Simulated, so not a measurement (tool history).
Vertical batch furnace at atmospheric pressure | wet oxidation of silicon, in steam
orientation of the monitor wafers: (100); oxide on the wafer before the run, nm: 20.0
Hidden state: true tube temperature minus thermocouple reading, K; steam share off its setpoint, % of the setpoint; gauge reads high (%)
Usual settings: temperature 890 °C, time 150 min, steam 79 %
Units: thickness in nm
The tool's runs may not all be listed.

| run | hour | temperature | time | steam | wafers since the last listed run | hours since the last temperature calibration | hours since the steam generator was serviced | hours since the gauge calibration | read-back reference wafer on the same gauge, thickness | thickness |
|---|---|---|---|---|---|---|---|---|---|---|
| 1 | 0 | 890 | 150 | 79 | 0 | 3524 | 3128.8 | 219.3 | 212.93 | 237.17 |
| 2 | 15.2 | 890 | 150 | 79 | 133 | 3539.2 | 3144 | 234.5 | 213.15 | 236.98 |
|  | 23.7 | gauge calibrated |
| 3 | 26.1 | 890 | 150 | 79 | 95 | 3550.1 | 3154.9 | 2.4 | 213.04 | 237.15 |
| 4 | 45.3 | 890 | 150 | 79 | 168 | 3569.3 | 3174.1 | 21.6 | 212.99 | 236.84 |
| 5 | 64.9 | 890 | 150 | 79 | 171 | 3588.9 | 3193.7 | 41.2 | 213.01 | 236.73 |
| 6 | 80.4 | 890 | 150 | 79 | 135 | 3604.4 | 3209.2 | 56.7 | 212.88 | 235.93 |
| 7 | 104.3 | 890 | 101 | 79 | 209 | 3628.3 | 3233.1 | 80.6 | 212.82 | 172.16 |
| 8 | 130.2 | 900 | 150 | 79 | 226 | 3654.2 | 3259 | 106.5 | 212.97 | 267.57 |
| 9 | 153 | 900 | 150 | 79 | 199 | 3677 | 3281.8 | 129.3 | 213 | 267.37 |
| 10 | 164.6 | 890 | 150 | 79 | 101 | 3688.6 | 3293.4 | 140.9 | 213.14 | 236.1 |
| 11 | 181.9 | 890 | 150 | 79 | 151 | 3705.9 | 3310.7 | 158.2 | 213.09 | 236.09 |
| 12 | 201.7 | 890 | 180 | 67 | 173 | 3725.7 | 3330.5 | 178 | 212.79 | 239.32 |
|  | 231.5 | steam generator serviced |
| 13 | 232 | 879 | 150 | 79 | 55 | 3756 | 0.5 | 208.3 | 212.97 | 218.2 |
| 14 | 240.1 | 909 | 210 | 79 | 70 | 3764.1 | 8.6 | 216.4 | 213.06 | 403.33 |
|  | 252.5 | gauge calibrated |
| 15 | 259.4 | 890 | 220.5 | 87 | 168 | 3783.4 | 27.9 | 6.9 | 212.96 | 368.31 |
|  | 284 | thermocouples replaced and temperature profile calibrated |
| 16 | 284.5 | 890 | 81.5 | 79 | 9 | 0.5 | 53 | 32 | 213.06 | 153.82 |
| 17 | 294.2 | 890 | 180 | 67 | 84 | 10.2 | 62.7 | 41.7 | 212.99 | 254.3 |
| 18 | 313.1 | 902 | 172.5 | 86 | 165 | 29.1 | 81.6 | 60.6 | 213.14 | 345.3 |
| 19 | 355 | 903 | 124.5 | 87 | 366 | 71 | 123.5 | 102.5 | 213.05 | 273.42 |
| 20 | 377.9 | 890 | 150 | 79 | 200 | 93.9 | 146.4 | 125.4 | 213.15 | 250.42 |
| 21 | 393.6 | 890 | 150 | 68 | 137 | 109.6 | 162.1 | 141.1 | 212.96 | 222.1 |
| 22 | 414.8 | 890 | 123.5 | 90 | 185 | 130.8 | 183.3 | 162.3 | 212.99 | 238.61 |

Some steps in thickness between neighbouring runs. How much of each would the tool show without its hidden state too (settings, what came in, random variation), and how much is left for the hidden state, with any gauge scatter that isn't in both results?
Run 7 -> 8: temperature 890 -> 900, time 101 -> 150. thickness +95.41 nm: hidden state -6.28, all else +101.69.
Run 12 -> 13: temperature 890 -> 879, time 180 -> 150, steam 67 -> 79, steam generator serviced. thickness -21.12 nm: hidden state +15.45, all else -36.57.
Run 13 -> 14: temperature 879 -> 909, time 150 -> 210. thickness +185.13 nm: hidden state -1.02, all else +186.15.
Run 15 -> 16: time 220.5 -> 81.5, steam 87 -> 79, thermocouples replaced and temperature profile calibrated. thickness -214.49 nm: hidden state +1.31, all else -215.8.
